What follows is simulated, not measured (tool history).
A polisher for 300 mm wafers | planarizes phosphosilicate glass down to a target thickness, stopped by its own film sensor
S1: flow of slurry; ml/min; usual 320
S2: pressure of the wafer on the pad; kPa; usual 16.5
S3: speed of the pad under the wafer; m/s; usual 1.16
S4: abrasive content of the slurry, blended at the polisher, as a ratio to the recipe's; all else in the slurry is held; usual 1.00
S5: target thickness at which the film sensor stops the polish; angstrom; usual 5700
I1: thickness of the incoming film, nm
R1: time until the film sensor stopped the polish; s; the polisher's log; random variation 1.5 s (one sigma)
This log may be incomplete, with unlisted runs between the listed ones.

| run | hour | S1 | S2 | S3 | S4 | S5 | I1 | R1 |
|---|---|---|---|---|---|---|---|---|
| 1 | 0.0 | 320 | 16.5 | 1.16 | 1.00 | 5700 | 1298.0 | 81.3 |
| 2 | 55.8 | 320 | 16.5 | 1.06 | 1.00 | 5700 | 1293.2 | 89.6 |
|  | 157.8 | slurry blender recalibrated |
|  | 218.7 | conditioning disc replaced and pad reconditioned |
| 3 | 314.7 | 320 | 16.5 | 1.06 | 1.00 | 5700 | 1289.2 | 86.1 |
| 4 | 378.5 | 320 | 16.5 | 1.16 | 1.00 | 5700 | 1285.9 | 78.8 |
| 5 | 458.8 | 320 | 16.5 | 1.16 | 1.00 | 5700 | 1293.4 | 81.0 |
|  | 508.9 | slurry nozzle cleaned |
| 6 | 509.4 | 320 | 16.5 | 1.16 | 1.00 | 5700 | 1306.2 | 81.8 |
|  | 601.0 | worn pad replaced by a new one |
| 7 | 604.7 | 285 | 16.5 | 1.26 | 1.00 | 5700 | 1297.4 | 76.4 |
| 8 | 642.5 | 430 | 19.3 | 1.16 | 1.00 | 7230 | 1297.6 | 55.1 |
| 9 | 711.6 | 320 | 16.5 | 1.28 | 1.20 | 7190 | 1288.0 | 54.9 |
|  | 728.7 | head pressure recalibrated |
|  | 732.5 | slurry blender recalibrated |
| 10 | 800.3 | 320 | 16.5 | 1.16 | 1.00 | 5700 | 1263.3 | 76.0 |
| 11 | 869.5 | 320 | 16.5 | 1.16 | 1.00 | 3570 | 1279.4 | 105.1 |
|  | 900.4 | conditioning disc replaced and pad reconditioned |
| 12 | 1093.1 | 410 | 16.5 | 1.16 | 1.00 | 5700 | 1273.0 | 78.2 |
|  | 1143.8 | slurry nozzle cleaned |
|  | 1172.6 | worn pad replaced by a new one |
| 13 | 1200.6 | 320 | 15.2 | 1.16 | 1.00 | 4690 | 1282.2 | 94.8 |
|  | 1308.1 | slurry blender recalibrated |
| 14 | 1308.6 | 220 | 19.3 | 1.16 | 1.25 | 6740 | 1287.4 | 59.0 |
| 15 | 1366.3 | 320 | 16.5 | 1.16 | 1.00 | 5700 | 1288.6 | 80.7 |
| 16 | 1460.2 | 215 | 16.5 | 1.28 | 1.00 | 5700 | 1300.7 | 79.2 |
|  | 1484.8 | conditioning disc replaced and pad reconditioned |
| 17 | 1546.2 | 425 | 16.5 | 0.96 | 0.85 | 5700 | 1315.6 | 102.5 |
| 18 | 1591.5 | 400 | 16.5 | 1.50 | 1.00 | 3700 | 1273.7 | 82.1 |
| 19 | 1691.7 | 320 | 16.5 | 1.16 | 1.00 | 5700 | 1282.8 | 82.4 |
| 20 | 1734.2 | 320 | 16.5 | 0.86 | 1.00 | 5700 | 1280.4 | 100.0 |
|  | 1749.0 | head pressure recalibrated |
|  | 1757.8 | slurry nozzle cleaned |
| 21 | 1778.3 | 320 | 22.1 | 1.16 | 1.00 | 5700 | 1302.4 | 67.6 |
| 22 | 1822.3 | 280 | 16.5 | 1.16 | 1.00 | 5700 | 1296.6 | 84.3 |
|  | 1836.1 | worn pad replaced by a new one |
| 23 | 1878.1 | 320 | 16.5 | 1.16 | 1.00 | 5700 | 1268.0 | 77.8 |
| 24 | 1919.0 | 320 | 16.5 | 1.16 | 1.30 | 7800 | 1273.1 | 48.6 |

Hidden state, per run?
removal rate lost through wear of the pad, %: 0 across all the runs
slurry flow missing at the pad, %: 0 across all the runs
deviation of the head's pressure from its setpoint, %: 0 across all the runs
abrasive missing from the slurry, %: 0 across all the runs
time polished since the conditioner stopped cutting, s: 0 across all the runs
